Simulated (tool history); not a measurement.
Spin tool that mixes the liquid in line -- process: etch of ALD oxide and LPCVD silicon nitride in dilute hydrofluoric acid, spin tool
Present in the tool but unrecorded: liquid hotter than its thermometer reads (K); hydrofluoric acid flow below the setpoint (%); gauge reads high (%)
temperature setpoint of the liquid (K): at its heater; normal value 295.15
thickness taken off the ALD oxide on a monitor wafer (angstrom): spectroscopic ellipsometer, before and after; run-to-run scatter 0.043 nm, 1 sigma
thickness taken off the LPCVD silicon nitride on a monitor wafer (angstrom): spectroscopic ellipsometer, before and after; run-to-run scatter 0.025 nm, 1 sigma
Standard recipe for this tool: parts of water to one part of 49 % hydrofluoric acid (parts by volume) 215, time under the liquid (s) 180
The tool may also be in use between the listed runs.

run	day	temperature setpoint of the liquid (K)	parts of water to one part of 49 % hydrofluoric acid (parts by volume)	time under the liquid (s)	wafers since the last listed run	hours since the thermometer was replaced	hours since the hydrofluoric acid flow meter was replaced	hours since the gauge calibration	read-back film thickness of the ALD oxide reference wafer, read on the same gauge (nm)	read-back film thickness of the LPCVD silicon nitride reference wafer, read on the same gauge (nm)	thickness taken off the ALD oxide on a monitor wafer (angstrom)	thickness taken off the LPCVD silicon nitride on a monitor wafer (angstrom)
1	0.000	298.15	215	180	0	1929.0	2264.5	66.8	40.01	109.987	65.6	3.18
2	1.329	295.15	215	180	194	1960.9	2296.4	98.7	39.99	109.976	59.1	3.25
3	2.483	295.15	215	180	168	1988.6	2324.1	126.4	40.03	110.006	58.4	2.91
4	3.038	293.15	170	180	80	2001.9	2337.4	139.7	39.99	110.018	71.9	2.97
5	3.629	295.15	165	180	86	2016.1	2351.6	153.9	39.99	109.985	81.2	3.88
6	4.592	297.65	215	245	140	2039.2	2374.7	177.0	40.01	110.021	88.5	5.25
7	5.383	297.15	265	180	115	2058.2	2393.7	196.0	40.01	109.995	48.2	2.68
8	6.600	293.65	215	180	177	2087.4	2422.9	225.2	40.00	109.992	54.8	2.67
9	7.521	292.65	285	180	134	2109.5	2445.0	247.3	40.01	109.980	37.5	1.74
10	8.333	296.65	265	260	118	2129.0	2464.5	266.8	39.98	109.972	68.1	3.80
11	9.004	295.15	215	180	98	2145.1	2480.6	282.9	39.99	110.007	57.7	2.56
12	10.142	295.15	285	220	166	2172.4	2507.9	310.2	39.99	110.023	49.7	2.92
13	10.892	293.65	145	75	109	2190.4	2525.9	328.2	40.00	110.001	36.7	1.70
# day 11.000: hydrofluoric acid flow meter replaced
14	11.825	295.15	260	120	130	2212.8	19.8	350.6	39.98	110.019	34.8	1.98
15	12.775	297.15	215	215	138	2235.6	42.6	373.4	40.01	110.016	84.9	4.57
16	13.958	295.15	215	180	172	2264.0	71.0	401.8	40.02	109.989	66.5	3.21
# day 14.433: thermometer replaced
17	14.779	296.65	160	180	113	8.3	90.7	421.5	40.01	109.991	99.6	4.86
18	15.900	295.15	215	180	163	35.2	117.6	448.4	39.99	110.023	65.3	3.24
19	16.883	293.65	250	180	143	58.8	141.2	472.0	39.99	109.971	51.5	2.55
20	17.704	295.15	215	225	119	78.5	160.9	491.7	40.01	109.995	82.7	4.00
21	19.204	298.65	215	105	219	114.5	196.9	527.7	40.00	110.003	43.6	2.41
22	20.321	295.15	215	180	163	141.3	223.7	554.5	39.99	110.019	65.6	2.85
23	21.100	295.15	215	180	113	160.0	242.4	573.2	40.02	110.009	65.5	2.88
24	22.283	293.65	110	285	172	188.4	270.8	601.6	39.99	109.994	212.4	8.60
25	23.646	295.15	215	180	199	221.1	303.5	634.3	40.03	110.000	65.2	3.53

For each run, the measured value with the value that run would have given without the tool's hidden condition subtracted. The run-to-run variation is shared by both, the gauge scatter possibly not:
run	thickness taken off the ALD oxide on a monitor wafer (angstrom)	thickness taken off the LPCVD silicon nitride on a monitor wafer (angstrom)
1	-9.3	-0.35
2	-8.4	-0.36
3	-8.4	-0.33
4	-10.0	-0.34
5	-11.4	-0.44
6	-13.2	-0.61
7	-7.5	-0.31
8	-8.2	-0.32
9	-5.9	-0.20
10	-10.9	-0.46
11	-8.9	-0.32
12	-8.1	-0.36
13	-5.5	-0.21
14	-0.6	-0.02
15	-1.4	-0.06
16	-1.2	-0.05
17	-1.8	-0.08
18	-1.3	-0.05
19	-1.2	-0.05
20	-2.0	-0.08
21	-1.1	-0.05
22	-1.8	-0.06
23	-1.8	-0.06
24	-5.8	-0.20
25	-2.1	-0.09
